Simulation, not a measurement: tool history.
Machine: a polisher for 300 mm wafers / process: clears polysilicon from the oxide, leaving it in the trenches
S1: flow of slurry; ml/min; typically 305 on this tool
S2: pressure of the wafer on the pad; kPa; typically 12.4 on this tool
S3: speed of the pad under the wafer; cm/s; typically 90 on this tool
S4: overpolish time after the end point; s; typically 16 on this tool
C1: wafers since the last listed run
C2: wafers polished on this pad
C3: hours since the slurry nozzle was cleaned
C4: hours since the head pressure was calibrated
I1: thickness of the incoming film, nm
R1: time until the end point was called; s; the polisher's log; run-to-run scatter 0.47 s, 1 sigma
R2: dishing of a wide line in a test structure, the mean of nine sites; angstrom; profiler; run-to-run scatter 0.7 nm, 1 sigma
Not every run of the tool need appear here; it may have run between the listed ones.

run    hour   S1    S2   S3  S4    C1    C2     C3     C4     I1     R1   R2
  1       0  305  12.4   90  21     0  2097  182.7  571.4  597.9   60.6  393
  2      27  265  12.4   90  16   314  2411  209.7  598.4  608.2   64.6  376
       43.1  -- worn pad replaced by a new one
  3    51.9  265  12.4   90  16   243   102  234.6  623.3  609.4   61.6  387
  4    84.9  265  12.4   90  16   384   487  267.6  656.3  596.5   60.5  376
  5   119.4  305    11  104  16   402   889  302.1  690.8  606.6   59.8  383
  6   139.8  305    11  104  16   237  1127  322.5  711.2  599.3   59.7  379
  7   174.7  370  12.4   90  16   406  1533  357.4  746.1  608.3   61.6  374
  8   198.6  370  12.4   90  16   278  1812  381.3    770  600.8   60.9  369
      230.8  -- head pressure recalibrated
  9   234.2  370  12.4   90  16   391  2203  416.9    3.4  608.7   61.7  373
 10   269.7  305  12.4   90  16   413  2617  452.4   38.9    602   64.4  367
 11   301.4  305  12.4   90  16   369  2986  484.1   70.6  605.6   65.8  372
        328  -- worn pad replaced by a new one
 12   328.5  305  12.4   90  16   269     6  511.2   97.7  593.4     59  374
 13   353.3  305  12.4   90  16   288   295    536  122.5  591.6   60.9  372
 14   372.2  305    11   90  16   220   515  554.9  141.4  595.1     68  365
 15   403.1  305   8.3   60  16   360   875  585.8  172.3  590.9  130.6  308
 16   424.6  375    11  102  12   250  1125  607.3  193.8  592.4   60.2  357
 17   503.9  305  12.4   90  16   924  2049  686.6  273.1  602.3   64.5  384
 18   537.1  375  12.4   90   8   386  2436  719.8  306.3  594.2   63.2  314
      564.9  -- slurry nozzle cleaned
 19   571.2  250   9.7   90  16   385  2822    6.3  340.4  600.2   82.3  358
      589.7  -- worn pad replaced by a new one
 20   599.3  360  14.5  122   6   280   111   34.4  368.5  594.3   37.4  352
 21     622  305  12.4   90  16   264   376   57.1  391.2  598.8   59.2  379
 22   719.6  365  15.9   90  16  1137  1513  154.7  488.8  606.5   47.3  377
 23     746  305  12.4   90  16   307  1821  181.1  515.2  599.7   60.9  381
 24   850.3  305  12.4   90  16  1215  3036  285.4  619.5  598.1   63.3  376
      856.4  -- worn pad replaced by a new one
 25   870.7  260  10.3   68  16   191   166  305.8  639.9  605.2   95.1  351
 26     894  305  12.4   90  16   271   437  329.1  663.2  601.5   60.3  381
 27     921  265  12.4   64  10   314   752  356.1  690.2  592.7   84.2  311
 28   935.6  305  12.4   90  13   170   922  370.7  704.8  590.7   59.9  363
 29   957.6  305  12.4  112  16   256  1178  392.7  726.8  601.9   50.7  378
 30   987.9  305  12.4   68  16   353  1531    423  757.1  604.5   80.4  357
 31  1006.8  305  12.4   66  16   220  1752  441.9    776  599.4   82.5  364
     1022.3  -- head pressure recalibrated
 32  1034.7  305  16.5   90  16   301  2053  469.8   12.4    600   47.6  386
 33  1067.3  305  12.4   90  16   379  2433  502.4     45  598.8   64.6  370
 34  1099.5  305  16.5   60   9   375  2808  534.6   77.2  598.9   69.6  315

5 ways to go on from here, each from the tool as it stands after run 34. What would each give?
  A  1099.9  305  12.4   74  16   4  2813  535  77.6  593.8   ?   ?
  B  1099.9  205  12.4  118  12   4  2813  535  77.6  593.8   ?   ?
  C  1099.9  305  15.2   68   8   4  2813  535  77.6  593.8   ?   ?
  D  1099.9  305  12.4   90  24   4  2813  535  77.6  593.8   ?   ?
  E  1099.9  220  12.4   90  10   4  2813  535  77.6  593.8   ?   ?

run    R1   R2
  A  77.1  362
  B  54.2  366
  C    68  304
  D  64.7  385
  E  68.5  330
With the hidden condition removed and each run's random variation left untouched, the same runs would have given:
run    R1   R2
  A  69.1  369
  B  47.5  374
  C    61  317
  D    58  387
  E  60.3  343
